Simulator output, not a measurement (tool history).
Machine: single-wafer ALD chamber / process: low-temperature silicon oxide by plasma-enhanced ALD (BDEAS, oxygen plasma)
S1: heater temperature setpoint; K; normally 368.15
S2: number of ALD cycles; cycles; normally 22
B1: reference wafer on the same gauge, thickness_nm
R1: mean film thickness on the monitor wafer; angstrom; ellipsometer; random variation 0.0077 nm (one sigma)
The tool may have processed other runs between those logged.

{"run": 1, "day": 0.0, "S1": 364.15, "S2": 23, "B1": 3.165, "R1": 32.59}
{"run": 2, "day": 0.342, "S1": 364.15, "S2": 23, "B1": 3.162, "R1": 32.6}
{"run": 3, "day": 0.846, "S1": 364.15, "S2": 23, "B1": 3.159, "R1": 32.5}
{"run": 4, "day": 1.367, "S1": 368.15, "S2": 24, "B1": 3.156, "R1": 33.32}
{"run": 5, "day": 1.7, "S1": 368.15, "S2": 22, "B1": 3.154, "R1": 30.51}
{"run": 6, "day": 2.283, "S1": 368.15, "S2": 23, "B1": 3.153, "R1": 32.04}
{"run": 7, "day": 2.533, "S1": 368.15, "S2": 23, "B1": 3.158, "R1": 32.18}
{"run": 8, "day": 2.908, "S1": 368.15, "S2": 23, "B1": 3.155, "R1": 31.87}
{"run": 9, "day": 3.475, "S1": 368.15, "S2": 22, "B1": 3.154, "R1": 30.56}
{"run": 10, "day": 3.975, "S1": 368.15, "S2": 22, "B1": 3.15, "R1": 30.63}
{"run": 11, "day": 4.379, "S1": 368.15, "S2": 22, "B1": 3.146, "R1": 30.56}
{"run": 12, "day": 4.762, "S1": 368.15, "S2": 22, "B1": 3.15, "R1": 30.61}
{"run": 13, "day": 5.25, "S1": 368.15, "S2": 22, "B1": 3.142, "R1": 30.51}
{"run": 14, "day": 5.883, "S1": 368.15, "S2": 22, "B1": 3.142, "R1": 30.52}
{"run": 15, "day": 6.592, "S1": 368.15, "S2": 22, "B1": 3.135, "R1": 30.55}
{"run": 16, "day": 6.904, "S1": 368.15, "S2": 22, "B1": 3.139, "R1": 30.51}
{"run": 17, "day": 7.321, "S1": 377.15, "S2": 22, "B1": 3.136, "R1": 29.59}
{"day": 7.575, "done": "gauge calibrated"}
{"run": 18, "day": 7.721, "S1": 377.15, "S2": 22, "B1": 3.189, "R1": 30.25}
{"run": 19, "day": 8.467, "S1": 368.15, "S2": 22, "B1": 3.185, "R1": 30.88}
{"run": 20, "day": 8.829, "S1": 368.15, "S2": 22, "B1": 3.186, "R1": 31.05}
{"run": 21, "day": 10.712, "S1": 357.15, "S2": 19, "B1": 3.184, "R1": 27.73}
{"run": 22, "day": 11.758, "S1": 368.15, "S2": 22, "B1": 3.181, "R1": 30.9}
{"run": 23, "day": 12.458, "S1": 382.15, "S2": 20, "B1": 3.183, "R1": 27.27}
{"run": 24, "day": 12.825, "S1": 359.15, "S2": 18, "B1": 3.182, "R1": 26.2}
{"run": 25, "day": 13.262, "S1": 368.15, "S2": 26, "B1": 3.181, "R1": 36.48}
{"day": 13.646, "done": "thermocouple changed; heater temperature recalibrated"}
{"run": 26, "day": 13.958, "S1": 378.15, "S2": 24, "B1": 3.18, "R1": 32.96}
{"run": 27, "day": 14.592, "S1": 368.15, "S2": 19, "B1": 3.176, "R1": 26.69}
{"run": 28, "day": 15.279, "S1": 380.15, "S2": 25, "B1": 3.178, "R1": 33.92}
{"run": 29, "day": 16.0, "S1": 368.15, "S2": 22, "B1": 3.177, "R1": 30.78}
{"run": 30, "day": 16.721, "S1": 379.15, "S2": 19, "B1": 3.177, "R1": 26.01}
{"run": 31, "day": 18.833, "S1": 364.15, "S2": 22, "B1": 3.169, "R1": 31.15}
{"run": 32, "day": 19.204, "S1": 368.15, "S2": 22, "B1": 3.167, "R1": 30.7}
{"run": 33, "day": 20.304, "S1": 368.15, "S2": 23, "B1": 3.165, "R1": 32.15}
{"run": 34, "day": 20.704, "S1": 368.15, "S2": 20, "B1": 3.164, "R1": 28.01}
{"run": 35, "day": 21.404, "S1": 358.15, "S2": 22, "B1": 3.159, "R1": 31.9}
{"run": 36, "day": 21.783, "S1": 357.15, "S2": 26, "B1": 3.158, "R1": 37.66}
{"run": 37, "day": 22.312, "S1": 364.15, "S2": 20, "B1": 3.158, "R1": 28.25}
{"run": 38, "day": 22.875, "S1": 368.15, "S2": 23, "B1": 3.155, "R1": 31.85}
{"run": 39, "day": 23.458, "S1": 368.15, "S2": 22, "B1": 3.154, "R1": 30.55}
{"run": 40, "day": 23.808, "S1": 368.15, "S2": 22, "B1": 3.151, "R1": 30.66}

Branching from run 40: 5 alternative next runs. What would each branch give?
{"run": "A", "day": 23.825, "S1": 356.15, "S2": 22, "B1": "?", "R1": "?"}
{"run": "B", "day": 23.825, "S1": 359.15, "S2": 23, "B1": "?", "R1": "?"}
{"run": "C", "day": 23.825, "S1": 356.15, "S2": 20, "B1": "?", "R1": "?"}
{"run": "D", "day": 23.825, "S1": 358.15, "S2": 18, "B1": "?", "R1": "?"}
{"run": "E", "day": 23.825, "S1": 377.15, "S2": 24, "B1": "?", "R1": "?"}

run=A B1=3.152 R1=31.9
run=B B1=3.152 R1=33.02
run=C B1=3.152 R1=29
run=D B1=3.152 R1=25.93
run=E B1=3.152 R1=32.64
With no hidden state in the tool, these same runs would have given:
run=A R1=32.19
run=B R1=33.32
run=C R1=29.26
run=D R1=26.16
run=E R1=32.94
